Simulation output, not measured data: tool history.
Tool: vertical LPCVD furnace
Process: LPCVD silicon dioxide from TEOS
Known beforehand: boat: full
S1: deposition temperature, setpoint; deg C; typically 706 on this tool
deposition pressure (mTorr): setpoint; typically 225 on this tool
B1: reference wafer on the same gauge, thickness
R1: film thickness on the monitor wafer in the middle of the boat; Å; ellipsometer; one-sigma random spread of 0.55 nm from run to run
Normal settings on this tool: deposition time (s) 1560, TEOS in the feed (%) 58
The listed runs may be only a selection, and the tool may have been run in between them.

Run 1, day 0: usual settings but deposition time (s) 1260; B1 163.91. Result: R1 1629.7 Å.
Run 2, day 2.842: usual settings but deposition time (s) 1260; B1 163.95. Result: R1 1644.3 Å.
Run 3, day 7.15: usual settings; B1 163.98. Result: R1 2031.2 Å.
Run 4, day 10.2: usual settings but S1 699 deg C; B1 164.03. Result: R1 1722.1 Å.
At day 14.879: TEOS flow controller replaced.
Run 5, day 14.9: usual settings but S1 699 deg C; B1 163.99. Result: R1 1735.2 Å.
Run 6, day 17.171: usual settings but S1 699 deg C; B1 164.01. Result: R1 1736.6 Å.
Run 7, day 20.296: usual settings but deposition time (s) 1230, TEOS in the feed (%) 63; B1 164.04. Result: R1 1681.6 Å.
At day 22.146: pressure gauge zeroed.
At day 22.558: gauge calibrated.
Run 8, day 23.496: usual settings but deposition time (s) 1230, TEOS in the feed (%) 63; B1 163.94. Result: R1 1678.5 Å.
At day 26.958: thermocouples replaced and temperature profile calibrated.
Run 9, day 26.979: usual settings but deposition time (s) 2100; B1 164. Result: R1 2630.9 Å.
Run 10, day 28.05: usual settings but deposition pressure (mTorr) 265, TEOS in the feed (%) 63; B1 164.03. Result: R1 2228 Å.
Run 11, day 31.258: usual settings but deposition pressure (mTorr) 255, deposition time (s) 1740, TEOS in the feed (%) 66; B1 163.84. Result: R1 2484.5 Å.
Run 12, day 34.104: usual settings but S1 715 deg C, deposition pressure (mTorr) 185, deposition time (s) 2190, TEOS in the feed (%) 50; B1 163.96. Result: R1 2850 Å.
Run 13, day 35.633: usual settings but S1 702 deg C, deposition time (s) 1020; B1 164.06. Result: R1 1174.8 Å.
Run 14, day 39.833: usual settings but deposition time (s) 1230, TEOS in the feed (%) 63; B1 163.96. Result: R1 1623.3 Å.
Run 15, day 43.458: usual settings but S1 713 deg C, deposition pressure (mTorr) 190, deposition time (s) 1290, TEOS in the feed (%) 67; B1 163.96. Result: R1 1894.5 Å.
Run 16, day 46.512: usual settings; B1 163.99. Result: R1 1981.7 Å.

Each row is a separate what-if for the run after 16, all from the same tool condition, not one after another. Results?
Run A, day 46.679: usual settings; B1 ?. Result: R1 ?.
Run B, day 46.679: usual settings but TEOS in the feed (%) 65; B1 ?. Result: R1 ?.
Run C, day 46.679: usual settings but S1 694 deg C, TEOS in the feed (%) 69; B1 ?. Result: R1 ?.
Run D, day 46.679: usual settings but S1 711 deg C, deposition time (s) 1320, TEOS in the feed (%) 62; B1 ?. Result: R1 ?.
Run E, day 46.679: usual settings but S1 710 deg C; B1 ?. Result: R1 ?.

run      B1      R1
  A  163.98    1986
  B  163.98  2102.4
  C  163.98  1639.1
  D  163.98  1947.5
  E  163.98    2176
What these runs would have given with no unlogged condition in the tool:
run      R1
  A  1960.7
  B  2075.7
  C  1617.7
  D    1923
  E  2148.6

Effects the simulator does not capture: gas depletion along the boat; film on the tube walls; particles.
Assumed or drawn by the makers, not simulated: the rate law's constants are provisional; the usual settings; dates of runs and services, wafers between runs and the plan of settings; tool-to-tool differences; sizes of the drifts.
